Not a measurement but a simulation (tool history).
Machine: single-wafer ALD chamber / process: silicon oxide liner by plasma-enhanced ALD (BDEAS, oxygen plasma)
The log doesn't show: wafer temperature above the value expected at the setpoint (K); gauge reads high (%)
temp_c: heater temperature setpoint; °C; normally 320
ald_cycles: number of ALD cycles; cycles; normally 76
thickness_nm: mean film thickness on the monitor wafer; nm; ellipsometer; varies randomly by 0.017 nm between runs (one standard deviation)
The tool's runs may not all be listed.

run,hour,temp_c,ald_cycles,wafers since the last listed run,hours since the last thermocouple change,hours since the gauge calibration,"read-back reference wafer on the same gauge, thickness_nm",thickness_nm
1,0.0,320,65,0,565.6,465.5,6.820,5.919
2,70.0,315,86,211,635.6,535.5,6.819,7.936
3,138.8,315,86,208,704.4,604.3,6.818,7.940
4,206.1,310,76,203,771.7,671.6,6.822,7.096
5,261.0,320,76,166,826.6,726.5,6.819,6.956
6,314.2,320,76,160,879.8,779.7,6.822,6.947
7,341.3,320,76,81,906.9,806.8,6.823,6.935
8,410.8,320,72,210,976.4,876.3,6.822,6.586
9,447.0,320,72,109,1012.6,912.5,6.817,6.596
10,566.7,320,72,362,1132.3,1032.2,6.824,6.623
11,598.2,320,67,95,1163.8,1063.7,6.820,6.158
12,707.9,311,66,331,1273.5,1173.4,6.823,6.123
# hour 732.0: thermocouple changed; heater temperature recalibrated
13,761.9,320,76,139,29.9,1227.4,6.823,6.893
14,827.7,320,76,198,95.7,1293.2,6.821,6.893
15,894.3,320,76,201,162.3,1359.8,6.822,6.889
16,952.9,320,76,177,220.9,1418.4,6.823,6.916
17,995.5,332,81,128,263.5,1461.0,6.821,7.225
18,1039.5,308,81,133,307.5,1505.0,6.819,7.497
19,1096.2,332,76,171,364.2,1561.7,6.816,6.785
20,1167.2,320,76,214,435.2,1632.7,6.821,6.942
21,1218.9,320,76,156,486.9,1684.4,6.817,6.915
22,1281.8,312,70,190,549.8,1747.3,6.821,6.452
23,1348.0,314,89,200,616.0,1813.5,6.823,8.188
24,1374.3,320,76,79,642.3,1839.8,6.826,6.916
25,1430.8,320,76,170,698.8,1896.3,6.816,6.929
# hour 1452.6: gauge calibrated
26,1474.7,312,68,132,742.7,22.1,6.821,6.317
27,1527.9,320,90,160,795.9,75.3,6.825,8.221
28,1589.3,333,83,185,857.3,136.7,6.821,7.405
29,1661.0,315,85,216,929.0,208.4,6.825,7.838
30,1859.2,324,64,599,1127.2,406.6,6.819,5.810
31,1913.8,320,76,165,1181.8,461.2,6.819,6.944
# hour 1978.0: thermocouple changed; heater temperature recalibrated
32,2051.8,320,76,393,73.8,599.2,6.820,6.880
33,2123.4,307,72,216,145.4,670.8,6.824,6.700

How would selected steps in thickness_nm from run to run divide? Give the signed amount a tool lacking its hidden state would still show from settings, what came in and random variation, and the signed amount left for the hidden state, including any gauge scatter that is not in both of the compared results.
Run 1 -> 2: temp_c 320 -> 315, ald_cycles 65 -> 86. thickness_nm +2.017 nm: hidden state +0.020, all else +1.997.
Run 12 -> 13: temp_c 311 -> 320, ald_cycles 66 -> 76, thermocouple changed; heater temperature recalibrated. thickness_nm +0.770 nm: hidden state -0.066, all else +0.836.
Run 26 -> 27: temp_c 312 -> 320, ald_cycles 68 -> 90. thickness_nm +1.904 nm: hidden state +0.016, all else +1.888.
Run 29 -> 30: temp_c 315 -> 324, ald_cycles 85 -> 64. thickness_nm -2.028 nm: hidden state -0.013, all else -2.015.
Run 31 -> 32: thermocouple changed; heater temperature recalibrated. thickness_nm -0.064 nm: hidden state -0.052, all else -0.012.
